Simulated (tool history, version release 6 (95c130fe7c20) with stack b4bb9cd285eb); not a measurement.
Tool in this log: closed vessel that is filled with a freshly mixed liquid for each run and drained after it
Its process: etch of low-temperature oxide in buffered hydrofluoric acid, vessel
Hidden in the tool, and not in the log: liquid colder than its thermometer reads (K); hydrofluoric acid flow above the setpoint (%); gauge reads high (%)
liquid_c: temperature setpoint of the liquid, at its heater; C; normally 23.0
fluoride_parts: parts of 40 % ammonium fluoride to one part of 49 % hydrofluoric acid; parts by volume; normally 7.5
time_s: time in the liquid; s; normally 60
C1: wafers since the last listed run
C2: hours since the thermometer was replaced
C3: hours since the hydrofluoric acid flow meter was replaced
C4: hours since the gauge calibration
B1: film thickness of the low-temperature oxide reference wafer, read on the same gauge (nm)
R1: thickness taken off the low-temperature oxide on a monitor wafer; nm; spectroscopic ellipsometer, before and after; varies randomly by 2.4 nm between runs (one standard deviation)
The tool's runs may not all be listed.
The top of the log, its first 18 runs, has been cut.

{"run": 19, "day": 9.338, "liquid_c": 23.0, "fluoride_parts": 7.5, "time_s": 60, "C1": 1216, "C2": 157.3, "C3": 187.4, "C4": 154.0, "B1": 110.0, "R1": 247.11}
{"run": 20, "day": 10.062, "liquid_c": 25.0, "fluoride_parts": 5.5, "time_s": 60, "C1": 1439, "C2": 174.7, "C3": 204.8, "C4": 171.4, "B1": 110.0, "R1": 373.0}
{"run": 21, "day": 11.721, "liquid_c": 25.0, "fluoride_parts": 6.5, "time_s": 50, "C1": 3292, "C2": 214.5, "C3": 244.6, "C4": 211.2, "B1": 110.01, "R1": 266.86}
{"run": 22, "day": 12.046, "liquid_c": 20.5, "fluoride_parts": 5.5, "time_s": 40, "C1": 645, "C2": 222.3, "C3": 252.4, "C4": 219.0, "B1": 110.01, "R1": 192.66}
{"run": 23, "day": 12.475, "liquid_c": 25.0, "fluoride_parts": 5.5, "time_s": 60, "C1": 852, "C2": 232.6, "C3": 262.7, "C4": 229.3, "B1": 110.01, "R1": 367.9}
{"run": 24, "day": 13.1, "liquid_c": 23.0, "fluoride_parts": 7.5, "time_s": 60, "C1": 1240, "C2": 247.6, "C3": 277.7, "C4": 244.3, "B1": 110.02, "R1": 253.4}
{"run": 25, "day": 14.979, "liquid_c": 23.0, "fluoride_parts": 7.5, "time_s": 60, "C1": 3731, "C2": 292.7, "C3": 322.8, "C4": 289.4, "B1": 109.99, "R1": 251.87}
{"run": 26, "day": 15.488, "liquid_c": 23.0, "fluoride_parts": 7.5, "time_s": 60, "C1": 1009, "C2": 304.9, "C3": 335.0, "C4": 301.6, "B1": 109.99, "R1": 252.38}
{"run": 27, "day": 16.208, "liquid_c": 20.5, "fluoride_parts": 7.5, "time_s": 60, "C1": 1431, "C2": 322.2, "C3": 352.3, "C4": 318.9, "B1": 109.99, "R1": 217.53}
{"run": 28, "day": 16.588, "liquid_c": 24.5, "fluoride_parts": 9.5, "time_s": 50, "C1": 752, "C2": 331.3, "C3": 361.4, "C4": 328.0, "B1": 109.99, "R1": 179.3}
{"run": 29, "day": 16.925, "liquid_c": 18.5, "fluoride_parts": 9.0, "time_s": 50, "C1": 670, "C2": 339.4, "C3": 369.5, "C4": 336.1, "B1": 110.01, "R1": 133.1}
{"run": 30, "day": 17.321, "liquid_c": 28.0, "fluoride_parts": 6.5, "time_s": 40, "C1": 785, "C2": 348.9, "C3": 379.0, "C4": 345.6, "B1": 110.01, "R1": 251.54}
{"run": 31, "day": 17.938, "liquid_c": 23.0, "fluoride_parts": 5.0, "time_s": 50, "C1": 1224, "C2": 363.7, "C3": 393.8, "C4": 360.4, "B1": 109.99, "R1": 296.62}

What if the next run were any one of these 5? Each begins from the tool's condition after run 31:
{"run": "A", "day": 17.967, "liquid_c": 23.0, "fluoride_parts": 5.5, "time_s": 60, "C1": 57, "C2": 364.4, "C3": 394.5, "C4": 361.1, "B1": "?", "R1": "?"}
{"run": "B", "day": 17.967, "liquid_c": 18.0, "fluoride_parts": 7.5, "time_s": 70, "C1": 57, "C2": 364.4, "C3": 394.5, "C4": 361.1, "B1": "?", "R1": "?"}
{"run": "C", "day": 17.967, "liquid_c": 23.0, "fluoride_parts": 5.0, "time_s": 75, "C1": 57, "C2": 364.4, "C3": 394.5, "C4": 361.1, "B1": "?", "R1": "?"}
{"run": "D", "day": 17.967, "liquid_c": 20.0, "fluoride_parts": 7.5, "time_s": 60, "C1": 57, "C2": 364.4, "C3": 394.5, "C4": 361.1, "B1": "?", "R1": "?"}
{"run": "E", "day": 17.967, "liquid_c": 28.0, "fluoride_parts": 9.5, "time_s": 95, "C1": 57, "C2": 364.4, "C3": 394.5, "C4": 361.1, "B1": "?", "R1": "?"}

run=A B1=110.01 R1=333.28
run=B B1=110.01 R1=221.98
run=C B1=110.01 R1=451.54
run=D B1=110.01 R1=212.95
run=E B1=110.01 R1=413.67
Take away the tool's hidden state, keep each run's random variation, and the runs would have read:
run=A R1=333.28
run=B R1=221.98
run=C R1=451.54
run=D R1=212.95
run=E R1=413.67

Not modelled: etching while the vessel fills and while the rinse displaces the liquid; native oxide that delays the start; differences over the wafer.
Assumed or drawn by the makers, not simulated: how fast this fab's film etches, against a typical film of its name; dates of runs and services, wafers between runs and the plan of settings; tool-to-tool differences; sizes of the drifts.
